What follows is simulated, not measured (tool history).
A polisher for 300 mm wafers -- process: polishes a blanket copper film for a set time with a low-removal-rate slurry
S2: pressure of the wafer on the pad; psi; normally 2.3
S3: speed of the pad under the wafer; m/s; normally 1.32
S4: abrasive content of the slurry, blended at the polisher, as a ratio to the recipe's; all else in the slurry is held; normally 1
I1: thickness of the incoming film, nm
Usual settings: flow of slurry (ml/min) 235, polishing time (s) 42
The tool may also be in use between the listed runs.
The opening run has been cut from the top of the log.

Run 2, day 3.938: usual settings; I1 1158.8. Result: film removed (Å) 1253.
Run 3, day 8.379: usual settings; I1 1184.5. Result: film removed (Å) 1234.
Run 4, day 10.842: usual settings; I1 1189.7. Result: film removed (Å) 1227.
Run 5, day 13.475: usual settings; I1 1182.6. Result: film removed (Å) 1203.
At day 15.029: worn pad replaced by a new one.
Run 6, day 15.588: usual settings but flow of slurry (ml/min) 255; I1 1167.7. Result: film removed (Å) 1224.
At day 17.85: slurry blender recalibrated.
Run 7, day 19.092: usual settings but S3 1.12 m/s, S4 1.15; I1 1155.3. Result: film removed (Å) 1025.
At day 21.196: slurry nozzle cleaned.
Run 8, day 21.967: usual settings but flow of slurry (ml/min) 280, S4 1.1; I1 1176.1. Result: film removed (Å) 1325.
At day 23.458: head pressure recalibrated.
Run 9, day 24.662: usual settings but S3 0.96 m/s, S4 1.15; I1 1186.3. Result: film removed (Å) 969.
Run 10, day 37.575: usual settings but S3 1.46 m/s, polishing time (s) 29; I1 1159.7. Result: film removed (Å) 967.
Run 11, day 39.996: usual settings; I1 1187.6. Result: film removed (Å) 1279.
Run 12, day 44.408: usual settings but polishing time (s) 29; I1 1205. Result: film removed (Å) 873.
Run 13, day 47.533: usual settings but S2 2.6 psi; I1 1179.2. Result: film removed (Å) 1354.
Run 14, day 50.183: usual settings; I1 1184.3. Result: film removed (Å) 1232.
At day 52.233: worn pad replaced by a new one.
Run 15, day 54.125: usual settings but flow of slurry (ml/min) 265, S3 1.12 m/s, polishing time (s) 49; I1 1172.8. Result: film removed (Å) 1200.
Run 16, day 58.425: usual settings; I1 1161. Result: film removed (Å) 1165.
At day 58.825: slurry blender recalibrated.
Run 17, day 62.017: usual settings; I1 1197.8. Result: film removed (Å) 1132.
At day 63.15: slurry nozzle cleaned.
Run 18, day 64.25: usual settings; I1 1155.5. Result: film removed (Å) 1322.
Run 19, day 66.625: usual settings but flow of slurry (ml/min) 270, S4 0.75; I1 1177.7. Result: film removed (Å) 1268.
Run 20, day 70.475: usual settings but flow of slurry (ml/min) 205, S3 1.56 m/s, S4 0.75; I1 1172.1. Result: film removed (Å) 1463.
At day 77.696: head pressure recalibrated.
Run 21, day 80.858: usual settings but flow of slurry (ml/min) 185, S2 1.7 psi; I1 1185.2. Result: film removed (Å) 1011.
Run 22, day 85.229: usual settings; I1 1173.3. Result: film removed (Å) 1269.
Run 23, day 88.996: usual settings but S2 2 psi; I1 1191.6. Result: film removed (Å) 1174.

Expected results for the next run?
Run 24, day 93.346: usual settings but flow of slurry (ml/min) 265, S2 1.6 psi, polishing time (s) 35; I1 1188.8. Result: film removed (Å) ?.

film removed (Å): 863
If the tool had no hidden condition, the same run with the same run-to-run variation would have returned film removed (Å) 894.

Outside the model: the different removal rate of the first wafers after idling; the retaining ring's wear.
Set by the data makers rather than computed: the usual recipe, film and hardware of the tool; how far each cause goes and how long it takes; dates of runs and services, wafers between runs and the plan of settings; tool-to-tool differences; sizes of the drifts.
